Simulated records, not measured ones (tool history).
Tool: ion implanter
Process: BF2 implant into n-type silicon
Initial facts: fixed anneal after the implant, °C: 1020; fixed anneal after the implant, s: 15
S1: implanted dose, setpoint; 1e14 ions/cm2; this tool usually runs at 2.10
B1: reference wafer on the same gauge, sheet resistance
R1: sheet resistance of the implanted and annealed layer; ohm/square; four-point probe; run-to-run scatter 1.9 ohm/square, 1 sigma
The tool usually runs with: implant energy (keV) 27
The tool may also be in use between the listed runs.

run 1 day=0.000 | S1=2.10 implant_energy_(keV)=27 | B1=460.67 | R1=494.73
run 2 day=0.442 | S1=2.10 implant_energy_(keV)=27 | B1=461.53 | R1=495.10
run 3 day=1.025 | S1=2.28 implant_energy_(keV)=27 | B1=460.77 | R1=461.18
run 4 day=1.342 | S1=2.28 implant_energy_(keV)=27 | B1=461.67 | R1=459.96
run 5 day=1.750 | S1=2.28 implant_energy_(keV)=27 | B1=461.14 | R1=462.55
run 6 day=2.192 | S1=2.10 implant_energy_(keV)=27 | B1=461.28 | R1=490.54
run 7 day=2.479 | S1=2.10 implant_energy_(keV)=27 | B1=461.88 | R1=494.36
run 8 day=3.171 | S1=2.10 implant_energy_(keV)=27 | B1=460.93 | R1=494.80
run 9 day=3.842 | S1=2.10 implant_energy_(keV)=27 | B1=461.30 | R1=492.89
run 10 day=4.583 | S1=2.10 implant_energy_(keV)=27 | B1=461.59 | R1=493.79
run 11 day=4.942 | S1=2.10 implant_energy_(keV)=27 | B1=460.68 | R1=491.09
run 12 day=5.562 | S1=2.47 implant_energy_(keV)=27 | B1=461.06 | R1=431.72
run 13 day=6.000 | S1=2.47 implant_energy_(keV)=27 | B1=460.50 | R1=431.74
-- day=6.346 Faraday cup replaced and dose calibrated
run 14 day=6.396 | S1=2.47 implant_energy_(keV)=27 | B1=460.44 | R1=432.57
-- day=6.658 gauge calibrated
run 15 day=6.954 | S1=2.10 implant_energy_(keV)=27 | B1=460.95 | R1=492.84
run 16 day=7.242 | S1=2.10 implant_energy_(keV)=27 | B1=461.66 | R1=494.58
run 17 day=7.696 | S1=2.10 implant_energy_(keV)=27 | B1=460.79 | R1=492.60

Run 18 has not been measured yet. What should we expect?
run 18 day=8.150 | S1=1.72 implant_energy_(keV)=24 | B1=? | R1=?

B1: 461.44
R1: 591.83 ohm/square
Were there no unlogged condition in the tool, this run, its random variation unchanged, would have produced R1 591.83 ohm/square.
